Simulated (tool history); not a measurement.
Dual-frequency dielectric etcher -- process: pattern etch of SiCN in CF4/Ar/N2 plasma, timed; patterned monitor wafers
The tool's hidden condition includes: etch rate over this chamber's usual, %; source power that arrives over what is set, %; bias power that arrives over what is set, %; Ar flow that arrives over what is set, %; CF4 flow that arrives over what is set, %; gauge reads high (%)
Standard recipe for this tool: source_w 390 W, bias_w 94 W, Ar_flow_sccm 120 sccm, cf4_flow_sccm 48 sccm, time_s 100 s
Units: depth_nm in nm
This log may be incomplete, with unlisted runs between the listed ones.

run	hour	source_w	bias_w	Ar_flow_sccm	cf4_flow_sccm	time_s	wafers since the last listed run	hours since the last wet clean	hours since the last source power generator calibration	hours since the last bias power generator calibration	hours since the last Ar flow controller change	hours since the last CF4 flow controller change	hours since the last upper electrode change	hours since the gauge calibration	read-back reference wafer on the same gauge, depth_nm	depth_nm
1	0	390	94	120	48	100	0	48.1	2946.4	3606.7	2735.6	167.6	101.9	1404.9	77.6	76.4
2	74.3	390	94	120	48	100	541	122.4	3020.7	3681	2809.9	241.9	176.2	1479.2	77.5	76.5
3	152.1	390	94	120	51	100	567	200.2	3098.5	3758.8	2887.7	319.7	254	1557	77.6	77.6
4	195.3	390	94	120	48	100	315	243.4	3141.7	3802	2930.9	362.9	297.2	1600.2	77.6	76.9
5	281.6	390	94	139	48	100	629	329.7	3228	3888.3	3017.2	449.2	383.5	1686.5	77.6	75.6
# hour 292.3: bias power generator calibrated
6	359.5	450	94	120	48	89.5	539	407.6	3305.9	67.2	3095.1	527.1	461.4	1764.4	77.6	80.4
7	414.9	440	94	120	44	100	404	463	3361.3	122.6	3150.5	582.5	516.8	1819.8	77.7	86.5
# hour 438.7: gauge calibrated
# hour 463.1: wet clean of the chamber
8	501.8	460	79	120	48	88.5	458	38.7	3448.2	209.5	3237.4	669.4	603.7	63.1	77.5	75.5
9	565.5	390	94	120	57	86	464	102.4	3511.9	273.2	3301.1	733.1	667.4	126.8	77.6	68
10	628.3	390	94	101	43	100	458	165.2	3574.7	336	3363.9	795.9	730.2	189.6	77.6	77.4
# hour 643.3: Ar flow controller replaced
11	812.6	390	94	101	43	100	1300	349.5	3759	520.3	169.3	980.2	914.5	373.9	77.6	78.5
12	889.5	450	94	120	48	89.5	560	426.4	3835.9	597.2	246.2	1057.1	991.4	450.8	77.6	80.4
# hour 920.6: source power generator calibrated
# hour 943.4: wet clean of the chamber
13	965.6	390	70	108	40	100	359	22.2	45	673.3	322.3	1133.2	1067.5	526.9	77.7	67.6
14	1073.2	390	117	120	48	100	784	129.8	152.6	780.9	429.9	1240.8	1175.1	634.5	77.6	83
15	1163.7	420	108	120	48	110.5	660	220.3	243.1	871.4	520.4	1331.3	1265.6	725	77.6	96.8
16	1221.2	390	73	120	48	100	419	277.8	300.6	928.9	577.9	1388.8	1323.1	782.5	77.6	70.4
17	1306.9	390	94	120	48	100	625	363.5	386.3	1014.6	663.6	1474.5	1408.8	868.2	77.7	77.8
18	1381.6	390	94	139	48	100	544	438.2	461	1089.3	738.3	1549.2	1483.5	942.9	77.6	76.3
19	1428.5	390	117	105	59	100	342	485.1	507.9	1136.2	785.2	1596.1	1530.4	989.8	77.6	88.1
# hour 1480.2: wet clean of the chamber
20	1480.7	390	94	109	48	100	205	0.5	560.1	1188.4	837.4	1648.3	1582.6	1042	77.6	77.8

What if the next run were any one of these 5? Each begins from the tool's condition after run 20:
A	1481.1	390	94	120	48	76	2	0.9	560.5	1188.8	837.8	1648.7	1583	1042.4	?	?
B	1481.1	330	94	120	48	100	2	0.9	560.5	1188.8	837.8	1648.7	1583	1042.4	?	?
C	1481.1	390	94	120	41	100	2	0.9	560.5	1188.8	837.8	1648.7	1583	1042.4	?	?
D	1481.1	310	94	120	56	100	2	0.9	560.5	1188.8	837.8	1648.7	1583	1042.4	?	?
E	1481.1	430	113	143	48	109.5	2	0.9	560.5	1188.8	837.8	1648.7	1583	1042.4	?	?

run	read-back reference wafer on the same gauge, depth_nm	depth_nm
A	77.6	58.2
B	77.6	64.2
C	77.6	74.7
D	77.6	61.3
E	77.6	96.8
Stripped of hidden state, with their random variation kept, the same runs would have yielded:
run	depth_nm
A	58.2
B	64.2
C	74.8
D	61.3
E	96.9
